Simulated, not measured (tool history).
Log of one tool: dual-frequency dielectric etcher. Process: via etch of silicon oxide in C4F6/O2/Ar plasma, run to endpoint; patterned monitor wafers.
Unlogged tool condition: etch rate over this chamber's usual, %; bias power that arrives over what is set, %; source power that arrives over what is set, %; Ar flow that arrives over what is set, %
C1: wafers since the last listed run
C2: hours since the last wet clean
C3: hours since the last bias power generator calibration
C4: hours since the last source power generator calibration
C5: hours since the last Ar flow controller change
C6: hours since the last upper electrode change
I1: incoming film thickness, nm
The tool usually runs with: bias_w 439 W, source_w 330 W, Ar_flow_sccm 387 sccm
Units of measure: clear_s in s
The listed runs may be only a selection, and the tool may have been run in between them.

{"run": 1, "hour": 0.0, "bias_w": 439, "source_w": 330, "Ar_flow_sccm": 314, "C1": 0, "C2": 528.6, "C3": 3504.5, "C4": 265.0, "C5": 1409.6, "C6": 3086.6, "I1": 114.7, "clear_s": 28.9}
{"run": 2, "hour": 72.0, "bias_w": 439, "source_w": 330, "Ar_flow_sccm": 387, "C1": 1266, "C2": 600.6, "C3": 3576.5, "C4": 337.0, "C5": 1481.6, "C6": 3158.6, "I1": 115.2, "clear_s": 30.0}
{"hour": 166.5, "done": "wet clean of the chamber"}
{"run": 3, "hour": 167.0, "bias_w": 439, "source_w": 330, "Ar_flow_sccm": 387, "C1": 1249, "C2": 0.5, "C3": 3671.5, "C4": 432.0, "C5": 1576.6, "C6": 3253.6, "I1": 115.2, "clear_s": 29.5}
{"run": 4, "hour": 197.9, "bias_w": 468, "source_w": 330, "Ar_flow_sccm": 387, "C1": 543, "C2": 31.4, "C3": 3702.4, "C4": 462.9, "C5": 1607.5, "C6": 3284.5, "I1": 114.4, "clear_s": 28.8}
{"run": 5, "hour": 236.3, "bias_w": 468, "source_w": 330, "Ar_flow_sccm": 387, "C1": 675, "C2": 69.8, "C3": 3740.8, "C4": 501.3, "C5": 1645.9, "C6": 3322.9, "I1": 115.2, "clear_s": 29.0}
{"hour": 317.4, "done": "bias power generator calibrated"}
{"run": 6, "hour": 332.7, "bias_w": 467, "source_w": 250, "Ar_flow_sccm": 387, "C1": 1625, "C2": 166.2, "C3": 15.3, "C4": 597.7, "C5": 1742.3, "C6": 3419.3, "I1": 114.5, "clear_s": 32.1}
{"run": 7, "hour": 420.7, "bias_w": 346, "source_w": 300, "Ar_flow_sccm": 387, "C1": 1548, "C2": 254.2, "C3": 103.3, "C4": 685.7, "C5": 1830.3, "C6": 3507.3, "I1": 115.3, "clear_s": 33.1}
{"hour": 510.9, "done": "upper electrode replaced"}
{"run": 8, "hour": 515.3, "bias_w": 405, "source_w": 370, "Ar_flow_sccm": 292, "C1": 1242, "C2": 348.8, "C3": 197.9, "C4": 780.3, "C5": 1924.9, "C6": 4.4, "I1": 115.6, "clear_s": 28.3}
{"run": 9, "hour": 573.0, "bias_w": 395, "source_w": 260, "Ar_flow_sccm": 417, "C1": 1015, "C2": 406.5, "C3": 255.6, "C4": 838.0, "C5": 1982.6, "C6": 62.1, "I1": 115.3, "clear_s": 33.9}
{"run": 10, "hour": 631.6, "bias_w": 439, "source_w": 330, "Ar_flow_sccm": 387, "C1": 1031, "C2": 465.1, "C3": 314.2, "C4": 896.6, "C5": 2041.2, "C6": 120.7, "I1": 114.3, "clear_s": 29.7}
{"run": 11, "hour": 693.3, "bias_w": 535, "source_w": 330, "Ar_flow_sccm": 476, "C1": 1085, "C2": 526.8, "C3": 375.9, "C4": 958.3, "C5": 2102.9, "C6": 182.4, "I1": 114.0, "clear_s": 28.5}
{"hour": 751.1, "done": "wet clean of the chamber"}
{"run": 12, "hour": 787.0, "bias_w": 405, "source_w": 370, "Ar_flow_sccm": 292, "C1": 1226, "C2": 35.9, "C3": 469.6, "C4": 1052.0, "C5": 2196.6, "C6": 276.1, "I1": 115.4, "clear_s": 28.3}
{"run": 13, "hour": 826.7, "bias_w": 401, "source_w": 250, "Ar_flow_sccm": 387, "C1": 698, "C2": 75.6, "C3": 509.3, "C4": 1091.7, "C5": 2236.3, "C6": 315.8, "I1": 115.4, "clear_s": 34.0}
{"hour": 839.6, "done": "Ar flow controller replaced"}
{"run": 14, "hour": 879.8, "bias_w": 353, "source_w": 370, "Ar_flow_sccm": 347, "C1": 828, "C2": 128.7, "C3": 562.4, "C4": 1144.8, "C5": 40.2, "C6": 368.9, "I1": 115.8, "clear_s": 30.2}
{"run": 15, "hour": 942.3, "bias_w": 439, "source_w": 300, "Ar_flow_sccm": 387, "C1": 1099, "C2": 191.2, "C3": 624.9, "C4": 1207.3, "C5": 102.7, "C6": 431.4, "I1": 116.1, "clear_s": 31.3}
{"run": 16, "hour": 1029.4, "bias_w": 439, "source_w": 330, "Ar_flow_sccm": 387, "C1": 1532, "C2": 278.3, "C3": 712.0, "C4": 1294.4, "C5": 189.8, "C6": 518.5, "I1": 114.7, "clear_s": 30.0}
{"run": 17, "hour": 1079.2, "bias_w": 491, "source_w": 330, "Ar_flow_sccm": 361, "C1": 876, "C2": 328.1, "C3": 761.8, "C4": 1344.2, "C5": 239.6, "C6": 568.3, "I1": 115.2, "clear_s": 28.6}
{"run": 18, "hour": 1169.9, "bias_w": 439, "source_w": 330, "Ar_flow_sccm": 387, "C1": 1595, "C2": 418.8, "C3": 852.5, "C4": 1434.9, "C5": 330.3, "C6": 659.0, "I1": 116.5, "clear_s": 30.3}
{"run": 19, "hour": 1240.4, "bias_w": 439, "source_w": 380, "Ar_flow_sccm": 455, "C1": 1240, "C2": 489.3, "C3": 923.0, "C4": 1505.4, "C5": 400.8, "C6": 729.5, "I1": 114.7, "clear_s": 29.0}
{"run": 20, "hour": 1297.5, "bias_w": 439, "source_w": 330, "Ar_flow_sccm": 387, "C1": 1004, "C2": 546.4, "C3": 980.1, "C4": 1562.5, "C5": 457.9, "C6": 786.6, "I1": 114.7, "clear_s": 30.0}
{"hour": 1395.9, "done": "wet clean of the chamber"}
{"run": 21, "hour": 1396.6, "bias_w": 381, "source_w": 290, "Ar_flow_sccm": 423, "C1": 1321, "C2": 0.7, "C3": 1079.2, "C4": 1661.6, "C5": 557.0, "C6": 885.7, "I1": 115.1, "clear_s": 32.9}
{"run": 22, "hour": 1458.5, "bias_w": 365, "source_w": 280, "Ar_flow_sccm": 298, "C1": 1089, "C2": 62.6, "C3": 1141.1, "C4": 1723.5, "C5": 618.9, "C6": 947.6, "I1": 115.0, "clear_s": 32.3}
{"run": 23, "hour": 1533.9, "bias_w": 439, "source_w": 410, "Ar_flow_sccm": 387, "C1": 1326, "C2": 138.0, "C3": 1216.5, "C4": 1798.9, "C5": 694.3, "C6": 1023.0, "I1": 115.5, "clear_s": 27.8}
{"run": 24, "hour": 1629.9, "bias_w": 439, "source_w": 310, "Ar_flow_sccm": 435, "C1": 1689, "C2": 234.0, "C3": 1312.5, "C4": 1894.9, "C5": 790.3, "C6": 1119.0, "I1": 113.6, "clear_s": 30.8}
{"run": 25, "hour": 1681.2, "bias_w": 439, "source_w": 330, "Ar_flow_sccm": 387, "C1": 902, "C2": 285.3, "C3": 1363.8, "C4": 1946.2, "C5": 841.6, "C6": 1170.3, "I1": 115.3, "clear_s": 30.1}
{"run": 26, "hour": 1743.6, "bias_w": 383, "source_w": 330, "Ar_flow_sccm": 356, "C1": 1097, "C2": 347.7, "C3": 1426.2, "C4": 2008.6, "C5": 904.0, "C6": 1232.7, "I1": 114.6, "clear_s": 30.8}
{"run": 27, "hour": 1786.6, "bias_w": 439, "source_w": 330, "Ar_flow_sccm": 387, "C1": 756, "C2": 390.7, "C3": 1469.2, "C4": 2051.6, "C5": 947.0, "C6": 1275.7, "I1": 113.5, "clear_s": 29.6}
{"run": 28, "hour": 1850.2, "bias_w": 439, "source_w": 330, "Ar_flow_sccm": 387, "C1": 1118, "C2": 454.3, "C3": 1532.8, "C4": 2115.2, "C5": 1010.6, "C6": 1339.3, "I1": 114.4, "clear_s": 29.8}
{"run": 29, "hour": 1908.9, "bias_w": 439, "source_w": 260, "Ar_flow_sccm": 387, "C1": 1032, "C2": 513.0, "C3": 1591.5, "C4": 2173.9, "C5": 1069.3, "C6": 1398.0, "I1": 114.4, "clear_s": 32.7}
{"hour": 1966.3, "done": "wet clean of the chamber"}
{"run": 30, "hour": 1966.8, "bias_w": 439, "source_w": 330, "Ar_flow_sccm": 466, "C1": 596, "C2": 0.5, "C3": 1649.4, "C4": 2231.8, "C5": 1127.2, "C6": 1455.9, "I1": 115.6, "clear_s": 30.7}

Table of differences, measured result less the result of that run with no hidden state. Run-to-run variation is the same in both. Gauge scatter possibly is not:
run=1 clear_s=+0.4
run=2 clear_s=+0.5
run=3 clear_s=+0.1
run=4 clear_s=+0.1
run=5 clear_s=+0.2
run=6 clear_s=+0.3
run=7 clear_s=+0.3
run=8 clear_s=+0.4
run=9 clear_s=+0.5
run=10 clear_s=+0.5
run=11 clear_s=+0.5
run=12 clear_s=+0.3
run=13 clear_s=+0.4
run=14 clear_s=+0.4
run=15 clear_s=+0.4
run=16 clear_s=+0.6
run=17 clear_s=+0.5
run=18 clear_s=+0.6
run=19 clear_s=+0.7
run=20 clear_s=+0.7
run=21 clear_s=+0.4
run=22 clear_s=+0.5
run=23 clear_s=+0.5
run=24 clear_s=+0.5
run=25 clear_s=+0.6
run=26 clear_s=+0.6
run=27 clear_s=+0.6
run=28 clear_s=+0.7
run=29 clear_s=+0.8
run=30 clear_s=+0.4

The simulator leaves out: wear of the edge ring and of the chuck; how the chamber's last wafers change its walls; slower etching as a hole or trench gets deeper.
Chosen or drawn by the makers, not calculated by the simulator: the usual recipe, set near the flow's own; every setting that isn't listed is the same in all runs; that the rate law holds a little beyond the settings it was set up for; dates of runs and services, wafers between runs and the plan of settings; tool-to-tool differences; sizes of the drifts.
